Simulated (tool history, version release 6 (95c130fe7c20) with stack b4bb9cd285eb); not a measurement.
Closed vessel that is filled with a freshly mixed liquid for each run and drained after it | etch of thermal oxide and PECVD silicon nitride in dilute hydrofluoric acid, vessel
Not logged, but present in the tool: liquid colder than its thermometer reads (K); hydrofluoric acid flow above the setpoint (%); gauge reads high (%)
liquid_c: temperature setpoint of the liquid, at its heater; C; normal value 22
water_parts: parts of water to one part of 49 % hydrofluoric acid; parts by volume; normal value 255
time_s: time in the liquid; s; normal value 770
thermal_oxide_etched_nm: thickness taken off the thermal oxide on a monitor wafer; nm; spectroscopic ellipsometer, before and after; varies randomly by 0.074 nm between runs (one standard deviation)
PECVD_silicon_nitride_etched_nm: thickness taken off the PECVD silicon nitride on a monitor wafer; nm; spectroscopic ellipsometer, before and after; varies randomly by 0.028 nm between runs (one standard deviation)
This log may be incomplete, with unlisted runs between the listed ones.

run,hour,liquid_c,water_parts,time_s,wafers since the last listed run,hours since the thermometer was replaced,hours since the hydrofluoric acid flow meter was replaced,hours since the gauge calibration,"read-back film thickness of the thermal oxide reference wafer, read on the same gauge (nm)","read-back film thickness of the PECVD silicon nitride reference wafer, read on the same gauge (nm)",thermal_oxide_etched_nm,PECVD_silicon_nitride_etched_nm
1,0,22,255,895,0,909.2,305.5,350.5,139.98,130.03,11.69,5.256
2,44.8,22,255,770,3098,954,350.3,395.3,140.02,129.979,10.12,4.541
# hour 60.3: thermometer replaced
3,258.6,22,255,770,14716,198.3,564.1,609.1,139.95,129.976,10.08,4.58
4,289.4,22,255,770,2129,229.1,594.9,639.9,140,130.044,10.17,4.543
5,329.5,22,255,770,2773,269.2,635,680,139.99,130.004,10.16,4.545
6,372.9,22,255,770,3001,312.6,678.4,723.4,139.99,130.019,10.3,4.553
# hour 426.2: gauge calibrated
7,439.9,22,255,770,4633,379.6,745.4,13.7,139.99,130.027,10.14,4.506
8,489.6,22,255,770,3437,429.3,795.1,63.4,139.96,130.024,10.14,4.539
# hour 609.1: hydrofluoric acid flow meter replaced
9,625.3,22,285,770,9315,565,16.2,199.1,139.97,130.022,8.81,4.044
10,682.4,22,285,770,3948,622.1,73.3,256.2,140,129.985,8.84,4.027
11,741.8,22,285,770,4107,681.5,132.7,315.6,140.01,130.005,8.71,4.029
12,781.1,22,255,770,2717,720.8,172,354.9,140.04,130.022,10.11,4.539
# hour 816.4: thermometer replaced
13,825.7,26.5,295,770,3015,9.3,216.6,399.5,140.03,130.01,9.79,5.17
14,866,22,255,770,2786,49.6,256.9,439.8,140.03,130.031,10.28,4.519
15,894.8,22,255,770,1991,78.4,285.7,468.6,139.99,130.014,10.19,4.495
16,954.5,24.5,335,1200,4128,138.1,345.4,528.3,139.98,130.053,12.18,6.286
17,991.7,23.5,255,770,2572,175.3,382.6,565.5,139.97,129.998,10.81,4.955
18,1047.5,25,175,975,3858,231.1,438.4,621.3,140.02,129.988,22.68,9.936
19,1117,22,255,770,4806,300.6,507.9,690.8,139.97,129.977,10.03,4.516
# hour 1168.2: gauge calibrated
20,1171.9,20.5,375,430,3796,355.5,562.8,3.7,140.02,129.949,3.25,1.551
21,1200.8,22,255,770,1998,384.4,591.7,32.6,139.99,129.992,10.13,4.516
22,1228.7,19,180,620,1929,412.3,619.6,60.5,140.03,129.948,10.99,4.201
23,1273.2,26,185,1180,3077,456.8,664.1,105,140.02,130.016,26.63,12.173
24,1302.2,19.5,255,770,2005,485.8,693.1,134,140.03,129.97,9.27,3.841

4 options for the next run, each taken on its own from the tool as it stands now. Forecast them:
A,1303.1,24.5,255,770,62,486.7,694,134.9,?,?,?,?
B,1303.1,20.5,255,545,62,486.7,694,134.9,?,?,?,?
C,1303.1,22,345,1055,62,486.7,694,134.9,?,?,?,?
D,1303.1,22,150,770,62,486.7,694,134.9,?,?,?,?

run,"read-back film thickness of the thermal oxide reference wafer, read on the same gauge (nm)","read-back film thickness of the PECVD silicon nitride reference wafer, read on the same gauge (nm)",thermal_oxide_etched_nm,PECVD_silicon_nitride_etched_nm
A,139.99,129.985,11.12,5.297
B,139.99,129.985,6.81,2.915
C,139.99,129.985,9.46,4.619
D,139.99,129.985,19.25,7.625
With the hidden condition removed and each run's random variation left untouched, the same runs would have given:
run,thermal_oxide_etched_nm,PECVD_silicon_nitride_etched_nm
A,11.12,5.297
B,6.81,2.915
C,9.46,4.619
D,19.25,7.625
